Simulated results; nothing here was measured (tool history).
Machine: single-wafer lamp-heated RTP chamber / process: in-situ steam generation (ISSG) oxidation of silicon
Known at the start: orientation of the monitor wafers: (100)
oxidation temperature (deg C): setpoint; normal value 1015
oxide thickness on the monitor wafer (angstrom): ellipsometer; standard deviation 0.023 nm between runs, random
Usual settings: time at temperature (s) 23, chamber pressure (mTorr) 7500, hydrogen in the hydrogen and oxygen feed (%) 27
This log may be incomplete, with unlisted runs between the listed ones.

run     day  oxidation temperature (deg C)  time at temperature (s)  chamber pressure (mTorr)  hydrogen in the hydrogen and oxygen feed (%)  read-back reference wafer on the same gauge, thickness  oxide thickness on the monitor wafer (angstrom)
  1   0.000                           1015                       23                      8000                                            27                                                   7.184                                            60.63
  2   0.533                           1015                       23                      8000                                            27                                                   7.190                                            60.74
  3   1.888                           1000                       27                      7500                                            27                                                   7.187                                            61.61
  4   3.212                           1000                       27                      7500                                            27                                                   7.187                                            61.79
  5   3.812                           1000                       27                      7500                                            27                                                   7.196                                            62.02
  6   4.775                           1015                       23                      7500                                            27                                                   7.188                                            61.30
  7   6.150                           1015                       23                      7500                                            27                                                   7.191                                            61.16
  8   9.100                           1015                       23                      7500                                            27                                                   7.193                                            61.02
  9  10.362                           1015                       23                      7500                                            27                                                   7.194                                            60.78
 10  11.354                           1015                       18                      7500                                            27                                                   7.193                                            54.36
 11  11.900                           1015                       23                      7500                                            27                                                   7.184                                            60.66
 12  12.900                           1015                       32                      7500                                            18                                                   7.196                                            65.40
 13  16.588                           1015                       30                      7500                                            32                                                   7.188                                            72.50
 14  17.912                           1025                       32                      7500                                            32                                                   7.191                                            79.00
 15  18.875                           1030                       31                      6900                                            23                                                   7.188                                            73.70
 16  19.912                           1015                       31                      7500                                            27                                                   7.187                                            70.54
 17  21.142                           1004                       23                      7500                                            31                                                   7.188                                            59.85
 18  22.388                           1015                       26                      7500                                            27                                                   7.192                                            65.32
 19  23.746                           1015                       23                      7500                                            27                                                   7.194                                            60.97
 20  24.858                           1000                       23                      7500                                            27                                                   7.189                                            56.76
 21  25.692                           1015                       27                      8900                                            27                                                   7.187                                            64.97

Missing from the log above: 4 entries noted between runs. For each, name the pair of listed runs it sits between and say how the tool's hidden condition differs from the listed run just before to the listed run just after:
Run 8 -> run 9: gauge calibrated (day 10.125)
  no difference in the tool's unlogged condition between these two runs
Run 11 -> run 12: pyrometer window cleaned and pyrometer calibrated (day 12.583); hydrogen flow controller replaced (day 12.879)
  no difference in the tool's unlogged condition between these two runs
Run 16 -> run 17: pressure gauge zeroed (day 20.308)
  no difference in the tool's unlogged condition between these two runs
